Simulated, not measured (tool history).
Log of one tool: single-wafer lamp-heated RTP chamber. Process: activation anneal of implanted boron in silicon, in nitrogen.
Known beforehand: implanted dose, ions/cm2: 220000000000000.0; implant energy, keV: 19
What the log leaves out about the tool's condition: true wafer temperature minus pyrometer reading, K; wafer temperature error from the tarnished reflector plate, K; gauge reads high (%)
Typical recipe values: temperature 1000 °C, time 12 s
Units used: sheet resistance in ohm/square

run   hour  temperature  time  wafers since the last listed run  wafers since the last pyrometer calibration  wafers since the reflector plate was cleaned  hours since the gauge calibration  read-back reference wafer on the same gauge, sheet resistance  sheet resistance
  1      0         1016    16                                 0                                         1926                                          6896                              341.3                                                         363.07             414.8
  2   32.9         1000    12                               572                                         2498                                          7468                              374.2                                                         362.26            415.64
      57.1  -- pyrometer window cleaned and pyrometer calibrated
      59.6  -- gauge calibrated
  3   67.4         1000    12                               460                                          178                                          7929                                7.8                                                          368.6            427.69
  4   95.4         1000    12                               486                                          665                                          8416                               35.8                                                          368.2            426.03
  5  113.3         1014    12                               311                                          977                                          8727                               53.7                                                         367.48            421.09
  6    145         1014    12                               551                                         1528                                          9279                               85.4                                                         367.08            424.94
  7  162.8         1014    12                               309                                         1837                                          9588                              103.2                                                         366.54            423.89
  8  189.3         1012    12                               460                                         2298                                         10049                              129.7                                                         366.31            422.33
  9  218.3         1012    12                               504                                         2803                                         10553                              158.7                                                         365.44            418.23
     237.1  -- pyrometer window cleaned and pyrometer calibrated
 10  237.6         1012    12                               196                                            8                                         10750                                178                                                         365.56            416.14
 11  249.8         1000    17                               212                                          220                                         10962                              190.2                                                         366.06            422.84
 12  282.5         1000    17                               568                                          789                                         11531                              222.9                                                          365.4            420.35
 13  316.7         1000    17                               594                                         1384                                         12125                              257.1                                                         364.68            420.87
 14  346.3         1000    12                               514                                         1898                                         12640                              286.7                                                         364.38            422.22
     364.6  -- reflector plate cleaned
 15  373.1          984    17                               326                                         2225                                           148                              313.5                                                         364.01            429.53
 16  391.5         1000    18                               319                                         2545                                           468                              331.9                                                         363.29            419.89
     413.7  -- pyrometer window cleaned and pyrometer calibrated
 17  458.7         1024    12                              1029                                          782                                          1497                              399.1                                                         362.74            413.66
 18  476.2         1000    12                               304                                         1086                                          1802                              416.6                                                         362.08             421.7
     492.8  -- gauge calibrated
 19  508.3         1013     5                               558                                         1644                                          2360                               15.5                                                         368.56             426.6
 20  535.2          984    12                               467                                         2112                                          2828                               42.4                                                          368.2            434.68
 21  552.7         1016    18                               304                                         2416                                          3132                               59.9                                                         368.07             421.5
 22  587.7         1029     7                               608                                         3025                                          3741                               94.9                                                         366.91            422.06
     603.7  -- pyrometer window cleaned and pyrometer calibrated
 23  615.8         1000     6                               349                                          209                                          4090                                123                                                         366.34            426.95
 24  641.1          988    14                               439                                          649                                          4530                              148.3                                                         367.09            432.59
 25  658.3         1000    12                               299                                          948                                          4829                              165.5                                                          366.5            425.88
 26  678.4          980    18                               349                                         1298                                          5179                              185.6                                                         366.54            434.19

Alternative continuations, all from the tool just after run 26; predict every row:
  A  678.8         1000     8                                 6                                         1305                                          5186                                186                                                              ?                 ?
  B  678.8         1013    15                                 6                                         1305                                          5186                                186                                                              ?                 ?
  C  678.8         1028     6                                 6                                         1305                                          5186                                186                                                              ?                 ?
  D  678.8          984     6                                 6                                         1305                                          5186                                186                                                              ?                 ?

run  read-back reference wafer on the same gauge, sheet resistance  sheet resistance
  A                                                         366.52            427.54
  B                                                         366.52            421.55
  C                                                         366.52            421.48
  D                                                         366.52            441.14
Take away the tool's hidden state, keep each run's random variation, and the runs would have read:
run  sheet resistance
  A            429.44
  B            423.43
  C            423.36
  D             443.1
